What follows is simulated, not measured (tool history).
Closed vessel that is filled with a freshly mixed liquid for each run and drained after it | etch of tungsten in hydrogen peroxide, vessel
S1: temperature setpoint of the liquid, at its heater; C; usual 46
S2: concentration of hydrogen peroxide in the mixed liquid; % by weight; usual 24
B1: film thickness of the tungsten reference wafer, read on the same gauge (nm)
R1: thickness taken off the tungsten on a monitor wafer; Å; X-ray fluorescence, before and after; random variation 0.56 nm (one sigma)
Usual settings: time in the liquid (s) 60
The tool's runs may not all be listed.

{"run": 1, "hour": 0.0, "S1": 46, "S2": 24, "time in the liquid (s)": 60, "B1": 39.98, "R1": 723}
{"run": 2, "hour": 57.2, "S1": 46, "S2": 24, "time in the liquid (s)": 60, "B1": 39.99, "R1": 706.2}
{"run": 3, "hour": 118.1, "S1": 46, "S2": 24, "time in the liquid (s)": 60, "B1": 39.99, "R1": 712.8}
{"run": 4, "hour": 186.7, "S1": 46, "S2": 24, "time in the liquid (s)": 60, "B1": 40.01, "R1": 706.3}
{"run": 5, "hour": 231.8, "S1": 46, "S2": 24, "time in the liquid (s)": 60, "B1": 40.02, "R1": 696.7}
{"run": 6, "hour": 294.3, "S1": 46, "S2": 24, "time in the liquid (s)": 60, "B1": 39.95, "R1": 696.2}
{"hour": 321.6, "done": "new drum of peroxide connected"}
{"run": 7, "hour": 334.2, "S1": 46, "S2": 24, "time in the liquid (s)": 60, "B1": 40.03, "R1": 723.8}
{"run": 8, "hour": 388.4, "S1": 46, "S2": 24, "time in the liquid (s)": 60, "B1": 40, "R1": 718.8}
{"run": 9, "hour": 427.6, "S1": 46, "S2": 24, "time in the liquid (s)": 60, "B1": 40.02, "R1": 715.5}
{"run": 10, "hour": 453.5, "S1": 46, "S2": 24, "time in the liquid (s)": 60, "B1": 40.06, "R1": 719}
{"run": 11, "hour": 493.8, "S1": 46, "S2": 24, "time in the liquid (s)": 60, "B1": 39.97, "R1": 726.4}
{"run": 12, "hour": 563.0, "S1": 46, "S2": 24, "time in the liquid (s)": 60, "B1": 39.98, "R1": 707.7}
{"run": 13, "hour": 655.3, "S1": 53, "S2": 28, "time in the liquid (s)": 35, "B1": 40.01, "R1": 680.6}
{"run": 14, "hour": 689.2, "S1": 46, "S2": 24, "time in the liquid (s)": 60, "B1": 39.98, "R1": 695.3}
{"hour": 693.7, "done": "peroxide flow meter replaced"}
{"run": 15, "hour": 736.5, "S1": 46, "S2": 27, "time in the liquid (s)": 50, "B1": 39.99, "R1": 625.7}
{"hour": 777.6, "done": "new drum of peroxide connected"}
{"run": 16, "hour": 793.8, "S1": 51, "S2": 24, "time in the liquid (s)": 85, "B1": 40.04, "R1": 1391.1}
{"hour": 807.2, "done": "gauge calibrated"}
{"run": 17, "hour": 853.5, "S1": 38, "S2": 30, "time in the liquid (s)": 80, "B1": 40.04, "R1": 647.8}
{"run": 18, "hour": 883.9, "S1": 46, "S2": 24, "time in the liquid (s)": 60, "B1": 40.01, "R1": 723.4}
{"hour": 896.9, "done": "thermometer replaced"}
{"run": 19, "hour": 948.3, "S1": 46, "S2": 24, "time in the liquid (s)": 60, "B1": 40.02, "R1": 711.2}
{"run": 20, "hour": 985.4, "S1": 46, "S2": 24, "time in the liquid (s)": 60, "B1": 40.06, "R1": 710.7}
{"run": 21, "hour": 1047.3, "S1": 49, "S2": 24, "time in the liquid (s)": 60, "B1": 40, "R1": 852.5}
{"run": 22, "hour": 1074.1, "S1": 46, "S2": 21.5, "time in the liquid (s)": 60, "B1": 40.02, "R1": 668.2}
{"run": 23, "hour": 1112.5, "S1": 46, "S2": 24, "time in the liquid (s)": 60, "B1": 40.06, "R1": 697.1}
{"run": 24, "hour": 1166.3, "S1": 37, "S2": 24, "time in the liquid (s)": 60, "B1": 39.96, "R1": 395.3}

The tool's hidden state at each run:
liquid hotter than its thermometer reads (K): 0 in every run
peroxide flow below the setpoint (%): 0 in every run
gauge reads high (%): 0 in every run
H1: peroxide weaker than its label (%)
run=1 H1=1.96
run=2 H1=3.11
run=3 H1=4.33
run=4 H1=5.71
run=5 H1=6.61
run=6 H1=7.87
run=7 H1=0.353
run=8 H1=1.44
run=9 H1=2.23
run=10 H1=2.74
run=11 H1=3.55
run=12 H1=4.94
run=13 H1=6.79
run=14 H1=7.47
run=15 H1=8.42
run=16 H1=0.762
run=17 H1=1.96
run=18 H1=2.57
run=19 H1=3.86
run=20 H1=4.6
run=21 H1=5.85
run=22 H1=6.38
run=23 H1=7.15
run=24 H1=8.23
